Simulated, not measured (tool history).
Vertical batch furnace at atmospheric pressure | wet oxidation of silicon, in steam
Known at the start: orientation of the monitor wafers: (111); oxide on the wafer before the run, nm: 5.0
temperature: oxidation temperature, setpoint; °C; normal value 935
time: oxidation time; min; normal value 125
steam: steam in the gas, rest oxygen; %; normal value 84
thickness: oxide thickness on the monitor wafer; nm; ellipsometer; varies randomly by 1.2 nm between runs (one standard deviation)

| run | day | temperature | time | steam | read-back reference wafer on the same gauge, thickness | thickness |
|---|---|---|---|---|---|---|
| 1 | 0 | 943 | 138.5 | 84 | 460.11 | 501.24 |
| 2 | 1.321 | 943 | 138.5 | 84 | 459.65 | 502.57 |
| 3 | 2.512 | 935 | 125 | 78 | 459.96 | 423.6 |
| 4 | 3.15 | 935 | 125 | 78 | 460.21 | 424 |
| 5 | 4.546 | 935 | 125 | 78 | 459.98 | 421.36 |
| 6 | 5.746 | 935 | 86 | 84 | 459.61 | 343.88 |
| 7 | 6.379 | 935 | 86 | 84 | 460.01 | 344.08 |
| 8 | 7.254 | 935 | 86 | 84 | 460.02 | 345.88 |
| 9 | 8.646 | 930 | 125 | 84 | 459.78 | 428.45 |
| 10 | 9.583 | 930 | 125 | 84 | 460.12 | 429.95 |
| 11 | 10.725 | 930 | 125 | 84 | 460 | 428.37 |
| 12 | 11.654 | 935 | 125 | 84 | 460.45 | 442.92 |
| 13 | 12.821 | 935 | 125 | 84 | 460.04 | 441.57 |
| 14 | 14.975 | 935 | 125 | 84 | 460.2 | 442.86 |
| 15 | 16.346 | 935 | 125 | 84 | 459.83 | 442.21 |
| 16 | 16.862 | 935 | 125 | 84 | 460.35 | 441.51 |
| 17 | 18.867 | 935 | 106.5 | 84 | 460.21 | 384.86 |
| 18 | 19.071 | 935 | 106.5 | 84 | 460.02 | 384.05 |
| 19 | 20.017 | 917 | 99 | 94 | 460.11 | 345.06 |
| 20 | 20.788 | 947 | 178.5 | 92 | 460.29 | 616.76 |
| 21 | 22.129 | 935 | 125 | 84 | 459.82 | 429.34 |
| 22 | 23.575 | 955 | 97.5 | 95 | 460.03 | 451.52 |
| 23 | 25.008 | 925 | 101 | 89 | 459.64 | 368.76 |
| 24 | 25.492 | 928 | 144.5 | 94 | 460.18 | 500.62 |
| 25 | 26.679 | 943 | 125 | 91 | 460.47 | 489.18 |
| 26 | 27.908 | 925 | 125 | 84 | 459.83 | 411.23 |
| 27 | 29.362 | 935 | 125 | 84 | 460.32 | 438.48 |
| 28 | 30.512 | 951 | 93 | 75 | 460.32 | 374.16 |
| 29 | 31.292 | 935 | 125 | 84 | 459.96 | 440.48 |
| 30 | 32.05 | 935 | 98 | 78 | 459.67 | 356.03 |
| 31 | 32.704 | 935 | 125 | 78 | 460.14 | 418.48 |
| 32 | 34.154 | 935 | 125 | 89 | 460.14 | 459.51 |
| 33 | 35.362 | 935 | 125 | 84 | 459.91 | 438.78 |
| 34 | 36.446 | 920 | 144.5 | 95 | 459.99 | 475.94 |
| 35 | 37.512 | 954 | 125 | 84 | 460.54 | 496.72 |
| 36 | 40.925 | 955 | 162.5 | 84 | 460.27 | 594.81 |
| 37 | 41.525 | 920 | 98 | 75 | 459.68 | 308.79 |

Not shown: 3 entries that the log had between the listed runs. Between which runs, and how does the tool's hidden state differ before and after?
Logged between run 16 and run 17: gauge calibrated (day 18.417); thermocouples replaced and temperature profile calibrated (day 18.846)
  true tube temperature minus thermocouple reading, K: 4.35 -> 0.107; steam share off its setpoint, % of the setpoint: -3.24 -> -3.38
  what was measured, less what the result would be without the hidden state, thickness: +3.37 -> -8.85 nm
Logged between run 22 and run 23: steam generator serviced (day 24.988)
  true tube temperature minus thermocouple reading, K: 0.61 -> 0.751; steam share off its setpoint, % of the setpoint: -3.7 -> -0.0704
  what was measured, less what the result would be without the hidden state, thickness: -9.33 -> +1.9 nm

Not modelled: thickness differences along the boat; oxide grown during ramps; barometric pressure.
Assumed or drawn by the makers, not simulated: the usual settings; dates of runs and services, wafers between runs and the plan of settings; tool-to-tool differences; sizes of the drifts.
